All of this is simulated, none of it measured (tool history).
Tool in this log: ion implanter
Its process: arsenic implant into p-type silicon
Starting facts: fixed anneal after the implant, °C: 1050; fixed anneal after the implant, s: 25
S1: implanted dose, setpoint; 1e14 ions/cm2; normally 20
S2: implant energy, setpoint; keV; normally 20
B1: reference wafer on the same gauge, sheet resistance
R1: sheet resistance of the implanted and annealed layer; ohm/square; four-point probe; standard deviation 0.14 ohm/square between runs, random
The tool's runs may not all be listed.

Run 1, hour 0: usual settings; B1 110.4. Result: R1 90.27 ohm/square.
Run 2, hour 28: usual settings but S2 21.5 keV; B1 110.44. Result: R1 89.32 ohm/square.
Run 3, hour 50: usual settings but S1 17.4 1e14 ions/cm2, S2 14.5 keV; B1 110.37. Result: R1 99.52 ohm/square.
Run 4, hour 80.9: usual settings but S1 17.4 1e14 ions/cm2, S2 14.5 keV; B1 110.44. Result: R1 99.66 ohm/square.
Run 5, hour 93: usual settings but S1 17.4 1e14 ions/cm2, S2 14.5 keV; B1 110.41. Result: R1 99.23 ohm/square.
Run 6, hour 127.9: usual settings but S1 16.54 1e14 ions/cm2; B1 110.39. Result: R1 98.17 ohm/square.
At hour 162.2: Faraday cup replaced and dose calibrated.
Run 7, hour 162.7: usual settings but S1 16.54 1e14 ions/cm2; B1 110.39. Result: R1 100.57 ohm/square.
Run 8, hour 178: usual settings; B1 110.4. Result: R1 92.13 ohm/square.
Run 9, hour 270.7: usual settings but S1 14.51 1e14 ions/cm2; B1 110.39. Result: R1 107.68 ohm/square.
Run 10, hour 285.1: usual settings but S1 14.78 1e14 ions/cm2, S2 13.5 keV; B1 110.41. Result: R1 110.32 ohm/square.
Run 11, hour 302.7: usual settings; B1 110.43. Result: R1 91.99 ohm/square.
At hour 302.9: gauge calibrated.
At hour 317.5: extraction supply calibrated.
Run 12, hour 327.6: usual settings but S1 15.72 1e14 ions/cm2, S2 26.5 keV; B1 110.37. Result: R1 99.22 ohm/square.
Run 13, hour 344.5: usual settings; B1 110.4. Result: R1 91.89 ohm/square.
Run 14, hour 373.5: usual settings but S2 15 keV; B1 110.4. Result: R1 95.18 ohm/square.
Run 15, hour 399.8: usual settings but S1 25.16 1e14 ions/cm2, S2 24.5 keV; B1 110.42. Result: R1 81.05 ohm/square.

Measured result minus the same run's result without the hidden state. Both carry the same run-to-run variation, though not necessarily the same gauge scatter:
Hidden conditions of the tool in this case: deviation of the true dose from the Faraday cup's reading, %; deviation of the true energy from its setpoint, %; gauge reads high (%).
run     R1
  1  -1.91
  2  -1.97
  3  -2.28
  4  -2.33
  5  -2.34
  6  -2.64
  7  -0.09
  8  -0.09
  9  -0.34
 10  -0.36
 11  -0.27
 12  -0.44
 13  -0.33
 14  -0.37
 15  -0.31
